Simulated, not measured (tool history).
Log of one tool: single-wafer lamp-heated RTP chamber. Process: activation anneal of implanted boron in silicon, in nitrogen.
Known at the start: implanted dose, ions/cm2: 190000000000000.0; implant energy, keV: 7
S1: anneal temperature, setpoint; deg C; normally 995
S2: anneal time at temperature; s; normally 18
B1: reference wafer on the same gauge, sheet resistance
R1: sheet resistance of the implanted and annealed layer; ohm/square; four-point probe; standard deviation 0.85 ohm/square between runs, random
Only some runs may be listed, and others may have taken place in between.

{"run": 1, "day": 0.0, "S1": 995, "S2": 18, "B1": 467.93, "R1": 562.55}
{"run": 2, "day": 1.012, "S1": 995, "S2": 12, "B1": 467.77, "R1": 564.36}
{"day": 1.838, "done": "pyrometer window cleaned and pyrometer calibrated"}
{"run": 3, "day": 1.858, "S1": 985, "S2": 12, "B1": 468.02, "R1": 571.02}
{"run": 4, "day": 2.867, "S1": 995, "S2": 18, "B1": 468.03, "R1": 565.41}
{"run": 5, "day": 4.171, "S1": 995, "S2": 18, "B1": 467.84, "R1": 563.24}
{"run": 6, "day": 6.5, "S1": 995, "S2": 18, "B1": 467.98, "R1": 561.9}
{"day": 7.367, "done": "pyrometer window cleaned and pyrometer calibrated"}
{"run": 7, "day": 7.388, "S1": 995, "S2": 18, "B1": 468.1, "R1": 564.76}
{"day": 7.842, "done": "reflector plate cleaned"}
{"run": 8, "day": 7.862, "S1": 974, "S2": 18, "B1": 467.9, "R1": 571.7}
{"day": 8.512, "done": "gauge calibrated"}
{"run": 9, "day": 8.921, "S1": 974, "S2": 18, "B1": 467.75, "R1": 571.44}
{"run": 10, "day": 9.479, "S1": 974, "S2": 18, "B1": 467.98, "R1": 570.54}
{"day": 12.933, "done": "pyrometer window cleaned and pyrometer calibrated"}
{"run": 11, "day": 13.383, "S1": 995, "S2": 11, "B1": 467.99, "R1": 565.93}
{"run": 12, "day": 14.862, "S1": 981, "S2": 9, "B1": 467.95, "R1": 572.39}
{"run": 13, "day": 15.6, "S1": 995, "S2": 18, "B1": 468.17, "R1": 564.03}
{"run": 14, "day": 16.142, "S1": 977, "S2": 10, "B1": 468.34, "R1": 571.85}
{"run": 15, "day": 16.662, "S1": 1016, "S2": 18, "B1": 468.06, "R1": 558.13}
{"run": 16, "day": 18.038, "S1": 995, "S2": 18, "B1": 467.86, "R1": 560.9}
{"day": 18.908, "done": "pyrometer window cleaned and pyrometer calibrated"}
{"run": 17, "day": 19.325, "S1": 995, "S2": 18, "B1": 467.68, "R1": 565.46}
{"run": 18, "day": 20.821, "S1": 1022, "S2": 18, "B1": 468.32, "R1": 559}
{"run": 19, "day": 22.271, "S1": 983, "S2": 10, "B1": 468.12, "R1": 570.01}

Forecast run 20:
{"run": 20, "day": 22.9, "S1": 995, "S2": 29, "B1": "?", "R1": "?"}

B1: 468.1
R1: 560.48 ohm/square
If the tool had no hidden condition, the same run with the same run-to-run variation would have returned R1 562.19 ohm/square.

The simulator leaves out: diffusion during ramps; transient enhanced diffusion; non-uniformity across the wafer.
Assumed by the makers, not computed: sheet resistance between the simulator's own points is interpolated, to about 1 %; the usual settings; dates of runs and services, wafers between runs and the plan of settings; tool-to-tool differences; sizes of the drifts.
